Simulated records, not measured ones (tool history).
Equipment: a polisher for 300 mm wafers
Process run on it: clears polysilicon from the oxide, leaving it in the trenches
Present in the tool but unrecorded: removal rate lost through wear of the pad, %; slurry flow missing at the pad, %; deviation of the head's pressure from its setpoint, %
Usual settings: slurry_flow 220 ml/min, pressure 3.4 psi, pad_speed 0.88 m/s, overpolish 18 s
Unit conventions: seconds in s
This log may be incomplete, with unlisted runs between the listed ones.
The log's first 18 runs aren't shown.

run,hour,slurry_flow,pressure,pad_speed,overpolish,wafers since the last listed run,wafers polished on this pad,hours since the slurry nozzle was cleaned,hours since the head pressure was calibrated,"incoming thickness of the incoming film, nm",seconds
19,1131.1,220,3.4,0.88,18,380,1500,305.3,762.2,783.8,60.5
# hour 1164.1: head pressure recalibrated
20,1172,220,3.4,0.88,18,259,1759,346.2,7.9,774.3,59.2
21,1231.5,220,3.4,0.88,29,396,2155,405.7,67.4,769.9,58.8
22,1289.6,220,3.4,0.88,12,386,2542,463.8,125.5,781.9,60.2
# hour 1334.7: slurry nozzle cleaned
23,1459.5,250,3.4,0.88,18,1124,3667,124.8,295.4,790.7,56
# hour 1532.9: worn pad replaced by a new one
24,1537.6,220,3.4,0.88,23,493,31,202.9,373.5,793.5,58.7
25,1597.9,220,3.4,0.7,18,401,432,263.2,433.8,783.3,70.6
26,1647.6,190,3.4,0.88,11,330,763,312.9,483.5,769.6,59.8
27,1693.3,220,4.3,0.88,18,304,1068,358.6,529.2,765.8,46.4
28,1748.9,285,2.6,0.74,27,370,1438,414.2,584.8,781,81.7
# hour 1824.4: slurry nozzle cleaned
29,1826.5,220,3.4,1.16,18,510,1948,2.1,662.4,783,43.1
30,1881.1,220,4.2,0.76,18,363,2312,56.7,717,769.9,51.5
31,1925.4,245,4.4,1.14,28,294,2606,101,761.3,784.5,34.3
32,1979.4,220,3.4,0.88,29,359,2966,155,815.3,786.2,58.4
# hour 2063.7: head pressure recalibrated
33,2068.9,180,4.2,0.88,18,582,3549,244.5,5.2,777.4,49.6
# hour 2129.7: worn pad replaced by a new one
34,2133.2,220,3.4,0.88,29,401,23,308.8,69.5,785.9,59.8

Branching from run 34: 4 alternative next runs. What would each branch give?
A,2133.6,220,3.4,0.74,18,2,25,309.2,69.9,772.5,?
B,2133.6,220,3.8,1.1,28,2,25,309.2,69.9,772.5,?
C,2133.6,155,3.4,0.88,18,2,25,309.2,69.9,772.5,?
D,2133.6,260,3.4,0.66,18,2,25,309.2,69.9,772.5,?

run,seconds
A,66.7
B,42.9
C,62.8
D,71.1
Stripped of hidden state, with their random variation kept, the same runs would have yielded:
run,seconds
A,62.5
B,40.2
C,57.2
D,67.2

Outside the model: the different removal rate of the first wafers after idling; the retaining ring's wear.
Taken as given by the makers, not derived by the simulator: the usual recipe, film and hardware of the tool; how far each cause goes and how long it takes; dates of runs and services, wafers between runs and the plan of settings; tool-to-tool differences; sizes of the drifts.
